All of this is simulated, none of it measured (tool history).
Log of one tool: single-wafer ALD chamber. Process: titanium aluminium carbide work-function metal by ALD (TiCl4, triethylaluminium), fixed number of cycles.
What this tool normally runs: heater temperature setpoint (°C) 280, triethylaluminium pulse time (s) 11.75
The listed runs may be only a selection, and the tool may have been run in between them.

run    hour  heater temperature setpoint (°C)  triethylaluminium pulse time (s)  read-back reference wafer on the same gauge, thickness_nm  mean film thickness on the monitor wafer (angstrom)
  1       0                               287                             15.38                                                      2.159                                                19.71
  2   106.2                               287                             15.38                                                      2.161                                                19.84
  3     156                               287                             15.38                                                      2.163                                                19.72
      222.6  -- showerhead replaced
  4   244.1                               284                             11.75                                                      2.161                                                19.33
  5   344.8                               284                             11.75                                                      2.162                                                19.37
  6   390.7                               284                             11.75                                                      2.161                                                19.41
  7   480.1                               280                             11.75                                                       2.16                                                19.09
        535  -- triethylaluminium bottle replaced
  8   573.1                               280                             11.75                                                      2.159                                                19.19
  9   673.6                               280                             11.75                                                      2.162                                                19.19
 10   773.8                               280                              9.13                                                       2.16                                                18.88
 11   854.3                               269                             11.75                                                      2.161                                                18.35
 12   906.2                               274                             11.75                                                       2.16                                                18.74
 13   942.7                               275                              8.35                                                       2.16                                                18.36
 14  1019.5                               280                             11.75                                                      2.162                                                19.22
 15  1056.1                               280                             14.08                                                       2.16                                                19.38
 16    1154                               273                             15.38                                                      2.159                                                18.93
 17  1251.4                               287                             15.38                                                       2.16                                                20.02
 18  1349.5                               280                              9.51                                                      2.159                                                19.08
     1357.8  -- gauge calibrated
     1399.2  -- triethylaluminium bottle replaced
 19  1425.3                               280                             11.75                                                       2.16                                                19.33
 20  1528.7                               273                              8.07                                                       2.16                                                18.28
     1577.6  -- thermocouple changed; heater temperature recalibrated
 21  1592.2                               280                             11.75                                                       2.16                                                 18.9
 22  1805.9                               280                             11.75                                                      2.159                                                19.15
 23  1860.9                               280                             11.75                                                      2.161                                                19.02
 24  1913.6                               271                              7.22                                                      2.159                                                 17.7
 25  1968.2                               293                              7.57                                                      2.158                                                19.52
 26  2030.7                               294                              8.78                                                      2.157                                                19.87
 27    2074                               280                             11.75                                                      2.162                                                19.17
 28  2178.7                               266                             11.75                                                      2.158                                                18.07
 29  2271.1                               294                              8.37                                                      2.158                                                19.82
     2282.5  -- triethylaluminium bottle replaced
 30  2315.1                               286                             16.04                                                       2.16                                                19.93
 31  2406.4                               280                             11.75                                                      2.162                                                 19.2
 32  2496.3                               280                             11.75                                                       2.16                                                19.22
 33  2674.7                               294                              7.77                                                       2.16                                                19.74

Exercise: give the hidden state of the tool at every run:
triethylaluminium dose above that of a fresh bottle (%): 0 across all the runs
gauge reads high (%): 0 across all the runs
H1: wafer temperature above the value expected at the setpoint (K)
run    H1
  1  2.13
  2  2.94
  3  3.26
  4  3.77
  5  4.26
  6  4.45
  7  4.79
  8  5.08
  9  5.35
 10  5.56
 11  5.71
 12   5.8
 13  5.85
 14  5.96
 15     6
 16  6.11
 17   6.2
 18  6.27
 19  6.32
 20  6.37
 21  1.31
 22  3.29
 23  3.69
 24  4.03
 25  4.35
 26  4.68
 27  4.89
 28  5.32
 29  5.64
 30  5.78
 31  6.02
 32  6.23
 33  6.55
